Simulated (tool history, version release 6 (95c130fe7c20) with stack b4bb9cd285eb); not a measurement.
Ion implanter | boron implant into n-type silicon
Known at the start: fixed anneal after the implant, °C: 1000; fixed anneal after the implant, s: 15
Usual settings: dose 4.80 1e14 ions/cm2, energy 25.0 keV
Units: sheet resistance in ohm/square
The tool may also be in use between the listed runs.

run	hour	dose	energy	read-back reference wafer on the same gauge, sheet resistance	sheet resistance
1	0.0	5.93	25.0	183.03	181.10
2	25.9	5.93	25.0	183.03	181.20
3	38.0	3.89	28.0	183.02	251.11
4	70.1	4.80	30.5	183.08	210.85
5	101.4	4.80	30.5	183.04	210.74
6	137.3	4.80	25.0	182.97	214.62
7	171.4	4.80	25.0	183.03	214.99
8	189.7	4.05	30.5	183.00	242.27
9	215.1	4.80	25.0	182.93	215.35
10	230.8	4.80	25.0	182.99	215.22
# hour 246.8: extraction supply calibrated
11	247.3	4.80	29.5	183.01	211.73
12	263.9	4.80	32.0	182.84	210.39
# hour 272.6: gauge calibrated
13	281.7	6.09	21.5	183.01	179.46
14	295.2	3.76	25.0	182.93	260.36
15	317.4	4.38	18.0	183.13	239.07
# hour 337.7: Faraday cup replaced and dose calibrated
16	338.2	4.80	30.0	183.05	202.43
17	360.7	3.69	25.0	183.04	254.04
18	392.9	4.80	25.0	183.04	206.40
19	419.4	4.80	25.0	183.01	207.17
20	445.4	4.80	25.0	183.04	207.48
21	457.6	4.80	25.0	182.95	207.19
22	542.8	4.80	22.5	182.89	210.21
23	645.7	4.00	32.5	183.01	236.08
24	666.3	4.80	33.5	182.96	204.14
25	694.2	5.26	18.5	182.99	200.02

Measured less the same run without the tool's hidden state. The same run-to-run variation is in both; the gauge's scatter may not be:
The hidden state here: deviation of the true dose from the Faraday cup's reading, %; deviation of the true energy from its setpoint, %; gauge reads high (%).
run	sheet resistance
1	+7.53
2	+7.57
3	+10.02
4	+8.61
5	+8.64
6	+8.85
7	+8.90
8	+9.89
9	+8.95
10	+8.97
11	+8.83
12	+8.79
13	+7.78
14	+10.69
15	+10.01
16	-0.09
17	+0.24
18	+0.60
19	+0.93
20	+1.23
21	+1.36
22	+2.27
23	+3.55
24	+3.29
25	+3.49
